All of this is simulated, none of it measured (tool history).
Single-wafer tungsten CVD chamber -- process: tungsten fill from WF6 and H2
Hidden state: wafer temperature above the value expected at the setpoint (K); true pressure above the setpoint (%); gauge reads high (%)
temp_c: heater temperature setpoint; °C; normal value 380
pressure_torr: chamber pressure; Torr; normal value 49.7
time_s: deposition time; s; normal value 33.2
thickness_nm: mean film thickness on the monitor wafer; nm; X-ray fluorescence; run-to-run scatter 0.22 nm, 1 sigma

| run | hour | temp_c | pressure_torr | time_s | wafers since the last listed run | hours since the last thermocouple change | hours since the last manometer calibration | hours since the showerhead was replaced | hours since the gauge calibration | read-back reference wafer on the same gauge, thickness_nm | thickness_nm |
|---|---|---|---|---|---|---|---|---|---|---|---|
| 1 | 0 | 380 | 40.8 | 33.2 | 0 | 1366.3 | 1230.1 | 3592 | 18.9 | 72.511 | 58.101 |
| 2 | 14.1 | 380 | 40.8 | 33.2 | 193 | 1380.4 | 1244.2 | 3606.1 | 33 | 72.507 | 58.248 |
| 3 | 24.3 | 380 | 49.7 | 29.4 | 140 | 1390.6 | 1254.4 | 3616.3 | 43.2 | 72.503 | 58.867 |
| 4 | 35.6 | 380 | 49.7 | 29.4 | 155 | 1401.9 | 1265.7 | 3627.6 | 54.5 | 72.532 | 58.83 |
| 5 | 63.8 | 380 | 49.7 | 33.2 | 387 | 1430.1 | 1293.9 | 3655.8 | 82.7 | 72.603 | 66.38 |
| 6 | 74.8 | 380 | 49.7 | 29.8 | 151 | 1441.1 | 1304.9 | 3666.8 | 93.7 | 72.489 | 59.419 |
| 7 | 90.5 | 380 | 49.7 | 29.8 | 215 | 1456.8 | 1320.6 | 3682.5 | 109.4 | 72.54 | 59.359 |
| 8 | 97 | 380 | 49.7 | 33.2 | 89 | 1463.3 | 1327.1 | 3689 | 115.9 | 72.483 | 66.024 |
| 9 | 104.2 | 380 | 49.7 | 33.2 | 98 | 1470.5 | 1334.3 | 3696.2 | 123.1 | 72.537 | 65.796 |
| 10 | 119.5 | 380 | 49.7 | 33.2 | 210 | 1485.8 | 1349.6 | 3711.5 | 138.4 | 72.451 | 65.988 |
|  | 138.2 | capacitance manometer re-zeroed and calibrated |
| 11 | 138.7 | 380 | 49.7 | 33.2 | 153 | 1505 | 0.5 | 3730.7 | 157.6 | 72.511 | 69.98 |
| 12 | 152 | 380 | 49.7 | 35.9 | 182 | 1518.3 | 13.8 | 3744 | 170.9 | 72.487 | 76.046 |
| 13 | 158.7 | 380 | 49.7 | 35.9 | 92 | 1525 | 20.5 | 3750.7 | 177.6 | 72.504 | 75.979 |
| 14 | 169.8 | 380 | 49.7 | 33.2 | 152 | 1536.1 | 31.6 | 3761.8 | 188.7 | 72.545 | 69.896 |
| 15 | 186.5 | 380 | 49.7 | 33.2 | 229 | 1552.8 | 48.3 | 3778.5 | 205.4 | 72.5 | 69.874 |
| 16 | 198.4 | 380 | 49.7 | 26.7 | 163 | 1564.7 | 60.2 | 3790.4 | 217.3 | 72.586 | 56.158 |
| 17 | 208 | 380 | 49.7 | 29.7 | 131 | 1574.3 | 69.8 | 3800 | 226.9 | 72.52 | 62.158 |
|  | 216.6 | showerhead replaced |
| 18 | 217.1 | 388 | 40.8 | 29.4 | 15 | 1583.4 | 78.9 | 0.5 | 236 | 72.463 | 61.975 |
| 19 | 222.5 | 380 | 54.2 | 33.2 | 74 | 1588.8 | 84.3 | 5.9 | 241.4 | 72.467 | 73.464 |
| 20 | 232.5 | 380 | 41.8 | 37.4 | 137 | 1598.8 | 94.3 | 15.9 | 251.4 | 72.493 | 70.011 |
|  | 236.9 | gauge calibrated |
|  | 242 | thermocouple changed; heater temperature recalibrated |
| 21 | 242.5 | 375 | 49.7 | 33.2 | 27 | 0.5 | 104.3 | 25.9 | 5.6 | 72.507 | 71.38 |
| 22 | 249.1 | 380 | 49.7 | 33.2 | 90 | 7.1 | 110.9 | 32.5 | 12.2 | 72.485 | 78.453 |
| 23 | 265.7 | 371 | 49.7 | 39.7 | 228 | 23.7 | 127.5 | 49.1 | 28.8 | 72.506 | 79.099 |
| 24 | 276.3 | 380 | 53.1 | 30.4 | 145 | 34.3 | 138.1 | 59.7 | 39.4 | 72.54 | 74.184 |
| 25 | 282.7 | 395 | 49.7 | 33.2 | 87 | 40.7 | 144.5 | 66.1 | 45.8 | 72.474 | 100.58 |
| 26 | 296 | 380 | 49.7 | 37 | 182 | 54 | 157.8 | 79.4 | 59.1 | 72.513 | 86.949 |
| 27 | 304.4 | 380 | 49.7 | 33.2 | 115 | 62.4 | 166.2 | 87.8 | 67.5 | 72.506 | 77.449 |
| 28 | 316.2 | 390 | 53.2 | 30.5 | 162 | 74.2 | 178 | 99.6 | 79.3 | 72.51 | 88.251 |
| 29 | 323.9 | 380 | 49.7 | 35.9 | 105 | 81.9 | 185.7 | 107.3 | 87 | 72.512 | 83.464 |

Consider 5 possible next runs. They are alternatives, not a sequence: every one starts from the tool as it was left by run 29. What does each give?
| A | 324.3 | 380 | 49.7 | 33.2 | 5 | 82.3 | 186.1 | 107.7 | 87.4 | ? | ? |
| B | 324.3 | 386 | 49.7 | 33.2 | 5 | 82.3 | 186.1 | 107.7 | 87.4 | ? | ? |
| C | 324.3 | 380 | 54 | 33.2 | 5 | 82.3 | 186.1 | 107.7 | 87.4 | ? | ? |
| D | 324.3 | 380 | 49.7 | 27.1 | 5 | 82.3 | 186.1 | 107.7 | 87.4 | ? | ? |
| E | 324.3 | 380 | 59.4 | 30.6 | 5 | 82.3 | 186.1 | 107.7 | 87.4 | ? | ? |

| run | read-back reference wafer on the same gauge, thickness_nm | thickness_nm |
|---|---|---|
| A | 72.486 | 77.347 |
| B | 72.486 | 85.971 |
| C | 72.486 | 81.498 |
| D | 72.486 | 63.085 |
| E | 72.486 | 79.518 |
Without the tool's unlogged condition, the same runs would have read:
| run | thickness_nm |
|---|---|
| A | 78.932 |
| B | 87.715 |
| C | 83.139 |
| D | 64.378 |
| E | 81.11 |
